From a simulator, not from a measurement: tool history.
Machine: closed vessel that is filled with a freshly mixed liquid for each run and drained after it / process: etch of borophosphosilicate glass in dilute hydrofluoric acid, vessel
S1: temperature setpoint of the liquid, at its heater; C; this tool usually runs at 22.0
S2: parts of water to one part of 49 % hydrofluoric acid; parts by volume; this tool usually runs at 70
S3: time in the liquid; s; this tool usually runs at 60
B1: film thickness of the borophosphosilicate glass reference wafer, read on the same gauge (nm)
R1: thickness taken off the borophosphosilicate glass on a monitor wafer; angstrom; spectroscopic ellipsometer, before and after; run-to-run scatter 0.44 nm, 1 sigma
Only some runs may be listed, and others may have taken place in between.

Run 1, hour 0.0: usual settings; B1 29.99. Result: R1 641.5 angstrom.
Run 2, hour 17.5: usual settings; B1 30.04. Result: R1 645.0 angstrom.
Run 3, hour 33.0: usual settings; B1 30.00. Result: R1 649.9 angstrom.
Run 4, hour 51.4: usual settings; B1 30.00. Result: R1 645.4 angstrom.
Run 5, hour 84.7: usual settings; B1 29.98. Result: R1 646.9 angstrom.
Run 6, hour 112.6: usual settings; B1 30.00. Result: R1 647.4 angstrom.
Run 7, hour 142.6: usual settings; B1 30.00. Result: R1 643.7 angstrom.
Run 8, hour 156.0: usual settings; B1 29.97. Result: R1 648.6 angstrom.
Run 9, hour 176.5: usual settings; B1 30.04. Result: R1 645.9 angstrom.
At hour 177.8: thermometer replaced.
Run 10, hour 211.8: usual settings; B1 29.97. Result: R1 643.6 angstrom.
Run 11, hour 240.5: usual settings; B1 29.95. Result: R1 646.6 angstrom.
At hour 270.8: hydrofluoric acid flow meter replaced.
Run 12, hour 272.5: usual settings; B1 30.00. Result: R1 650.6 angstrom.
At hour 276.7: gauge calibrated.
Run 13, hour 306.1: usual settings; B1 29.97. Result: R1 644.1 angstrom.
Run 14, hour 334.8: usual settings but S1 17.5 C, S3 30 s; B1 30.01. Result: R1 264.4 angstrom.
Run 15, hour 360.7: usual settings but S1 26.0 C, S2 90 parts by volume, S3 50 s; B1 30.02. Result: R1 487.1 angstrom.
Run 16, hour 377.7: usual settings but S2 50 parts by volume, S3 30 s; B1 30.01. Result: R1 469.4 angstrom.
Run 17, hour 399.9: usual settings but S1 25.0 C, S2 95 parts by volume; B1 30.00. Result: R1 525.3 angstrom.
Run 18, hour 431.4: usual settings but S1 18.5 C, S2 45 parts by volume; B1 30.00. Result: R1 894.6 angstrom.
Run 19, hour 475.7: usual settings but S3 90 s; B1 30.00. Result: R1 977.7 angstrom.
Run 20, hour 502.4: usual settings but S1 18.0 C, S2 55 parts by volume; B1 29.99. Result: R1 708.7 angstrom.
Run 21, hour 517.0: usual settings; B1 29.99. Result: R1 646.8 angstrom.
Run 22, hour 547.6: usual settings but S1 27.0 C, S2 35 parts by volume, S3 70 s; B1 30.02. Result: R1 1941.7 angstrom.

Exercise: give the hidden state of the tool at every run:
liquid colder than its thermometer reads (K): 0 at every run
hydrofluoric acid flow below the setpoint (%): 0 at every run
gauge reads high (%): 0 at every run
